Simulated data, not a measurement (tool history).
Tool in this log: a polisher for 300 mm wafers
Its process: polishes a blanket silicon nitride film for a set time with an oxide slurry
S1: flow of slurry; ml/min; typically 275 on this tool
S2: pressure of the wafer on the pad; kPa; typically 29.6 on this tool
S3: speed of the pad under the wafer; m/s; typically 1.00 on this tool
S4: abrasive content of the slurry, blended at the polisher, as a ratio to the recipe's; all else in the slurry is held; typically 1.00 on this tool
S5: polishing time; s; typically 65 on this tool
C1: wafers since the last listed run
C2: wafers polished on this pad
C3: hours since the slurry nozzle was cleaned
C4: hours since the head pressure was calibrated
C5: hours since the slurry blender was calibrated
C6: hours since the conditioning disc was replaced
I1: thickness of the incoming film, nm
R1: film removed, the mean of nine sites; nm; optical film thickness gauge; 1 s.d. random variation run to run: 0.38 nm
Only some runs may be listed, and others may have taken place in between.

run 1 hour=0.0 | S1=275 S2=29.6 S3=1.00 S4=1.00 S5=65 | C1=0 C2=330 C3=8.1 C4=1023.9 C5=359.3 C6=55.4 | I1=503.4 | R1=38.0
run 2 hour=6.6 | S1=275 S2=29.6 S3=1.00 S4=1.00 S5=65 | C1=48 C2=378 C3=14.7 C4=1030.5 C5=365.9 C6=62.0 | I1=493.6 | R1=37.6
run 3 hour=18.9 | S1=275 S2=29.6 S3=1.00 S4=1.00 S5=65 | C1=89 C2=468 C3=27.0 C4=1042.8 C5=378.2 C6=74.3 | I1=494.3 | R1=38.0
run 4 hour=33.9 | S1=275 S2=29.6 S3=1.00 S4=1.00 S5=65 | C1=109 C2=577 C3=42.0 C4=1057.8 C5=393.2 C6=89.3 | I1=491.5 | R1=36.9
-- hour=40.7 head pressure recalibrated
run 5 hour=51.1 | S1=275 S2=29.6 S3=1.00 S4=1.00 S5=65 | C1=110 C2=688 C3=59.2 C4=10.4 C5=410.4 C6=106.5 | I1=498.0 | R1=37.4
run 6 hour=66.7 | S1=275 S2=29.6 S3=1.00 S4=1.00 S5=65 | C1=113 C2=802 C3=74.8 C4=26.0 C5=426.0 C6=122.1 | I1=502.7 | R1=36.2
run 7 hour=76.6 | S1=350 S2=29.6 S3=1.28 S4=0.85 S5=73 | C1=72 C2=874 C3=84.7 C4=35.9 C5=435.9 C6=132.0 | I1=504.0 | R1=46.3
run 8 hour=84.1 | S1=275 S2=29.6 S3=1.00 S4=1.00 S5=65 | C1=54 C2=929 C3=92.2 C4=43.4 C5=443.4 C6=139.5 | I1=507.4 | R1=36.5
-- hour=87.9 slurry blender recalibrated
run 9 hour=98.3 | S1=275 S2=29.6 S3=1.12 S4=1.00 S5=42 | C1=88 C2=1018 C3=106.4 C4=57.6 C5=10.4 C6=153.7 | I1=499.3 | R1=25.7
run 10 hour=114.3 | S1=275 S2=29.6 S3=1.00 S4=1.00 S5=65 | C1=116 C2=1134 C3=122.4 C4=73.6 C5=26.4 C6=169.7 | I1=492.4 | R1=36.7
run 11 hour=124.9 | S1=275 S2=29.6 S3=1.00 S4=0.80 S5=65 | C1=77 C2=1212 C3=133.0 C4=84.2 C5=37.0 C6=180.3 | I1=499.0 | R1=31.6
run 12 hour=141.6 | S1=320 S2=36.5 S3=1.00 S4=1.00 S5=75 | C1=121 C2=1333 C3=149.7 C4=100.9 C5=53.7 C6=197.0 | I1=502.8 | R1=53.0
run 13 hour=150.6 | S1=275 S2=29.6 S3=1.00 S4=1.00 S5=65 | C1=65 C2=1399 C3=158.7 C4=109.9 C5=62.7 C6=206.0 | I1=498.7 | R1=36.1
run 14 hour=158.0 | S1=275 S2=29.6 S3=1.00 S4=1.00 S5=65 | C1=53 C2=1453 C3=166.1 C4=117.3 C5=70.1 C6=213.4 | I1=501.9 | R1=36.7
run 15 hour=164.9 | S1=275 S2=29.6 S3=1.00 S4=1.00 S5=65 | C1=50 C2=1503 C3=173.0 C4=124.2 C5=77.0 C6=220.3 | I1=499.7 | R1=36.7
-- hour=168.9 worn pad replaced by a new one
run 16 hour=180.4 | S1=275 S2=29.6 S3=0.72 S4=1.00 S5=71 | C1=83 C2=83 C3=188.5 C4=139.7 C5=92.5 C6=235.8 | I1=507.3 | R1=34.5
run 17 hour=186.7 | S1=275 S2=29.6 S3=1.00 S4=1.00 S5=65 | C1=45 C2=129 C3=194.8 C4=146.0 C5=98.8 C6=242.1 | I1=509.2 | R1=38.9
run 18 hour=193.2 | S1=275 S2=29.6 S3=1.00 S4=1.00 S5=65 | C1=47 C2=177 C3=201.3 C4=152.5 C5=105.3 C6=248.6 | I1=499.9 | R1=39.4
-- hour=203.9 slurry nozzle cleaned
run 19 hour=204.2 | S1=275 S2=29.6 S3=1.00 S4=1.00 S5=45 | C1=72 C2=250 C3=0.3 C4=163.5 C5=116.3 C6=259.6 | I1=495.1 | R1=26.9
run 20 hour=210.8 | S1=370 S2=29.6 S3=1.00 S4=1.00 S5=65 | C1=48 C2=298 C3=6.9 C4=170.1 C5=122.9 C6=266.2 | I1=502.3 | R1=38.5
run 21 hour=219.2 | S1=350 S2=29.6 S3=1.28 S4=0.85 S5=73 | C1=61 C2=359 C3=15.3 C4=178.5 C5=131.3 C6=274.6 | I1=495.3 | R1=46.7
run 22 hour=230.9 | S1=275 S2=22.1 S3=1.00 S4=1.00 S5=65 | C1=85 C2=444 C3=27.0 C4=190.2 C5=143.0 C6=286.3 | I1=495.2 | R1=28.6
run 23 hour=244.0 | S1=275 S2=29.6 S3=1.00 S4=1.00 S5=50 | C1=95 C2=540 C3=40.1 C4=203.3 C5=156.1 C6=299.4 | I1=499.8 | R1=28.3
run 24 hour=253.2 | S1=225 S2=29.6 S3=1.00 S4=0.90 S5=65 | C1=67 C2=607 C3=49.3 C4=212.5 C5=165.3 C6=308.6 | I1=501.9 | R1=34.8
run 25 hour=269.8 | S1=275 S2=29.6 S3=1.00 S4=1.15 S5=65 | C1=121 C2=728 C3=65.9 C4=229.1 C5=181.9 C6=325.2 | I1=504.6 | R1=40.1
run 26 hour=286.5 | S1=225 S2=29.6 S3=0.86 S4=1.00 S5=65 | C1=121 C2=850 C3=82.6 C4=245.8 C5=198.6 C6=341.9 | I1=508.7 | R1=33.1
run 27 hour=303.1 | S1=310 S2=29.6 S3=1.00 S4=1.00 S5=65 | C1=121 C2=971 C3=99.2 C4=262.4 C5=215.2 C6=358.5 | I1=505.9 | R1=37.6

3 options for the next run, each taken on its own from the tool as it stands now. Forecast them:
run A hour=303.5 | S1=275 S2=29.6 S3=1.00 S4=1.00 S5=65 | C1=2 C2=974 C3=99.6 C4=262.8 C5=215.6 C6=358.9 | I1=497.2 | R1=?
run B hour=303.5 | S1=180 S2=22.8 S3=1.00 S4=1.00 S5=65 | C1=2 C2=974 C3=99.6 C4=262.8 C5=215.6 C6=358.9 | I1=497.2 | R1=?
run C hour=303.5 | S1=195 S2=22.8 S3=0.90 S4=0.75 S5=65 | C1=2 C2=974 C3=99.6 C4=262.8 C5=215.6 C6=358.9 | I1=497.2 | R1=?

run=A R1=36.8
run=B R1=26.8
run=C R1=21.0
Take away the tool's hidden state, keep each run's random variation, and the runs would have read:
run=A R1=39.1
run=B R1=28.5
run=C R1=22.4
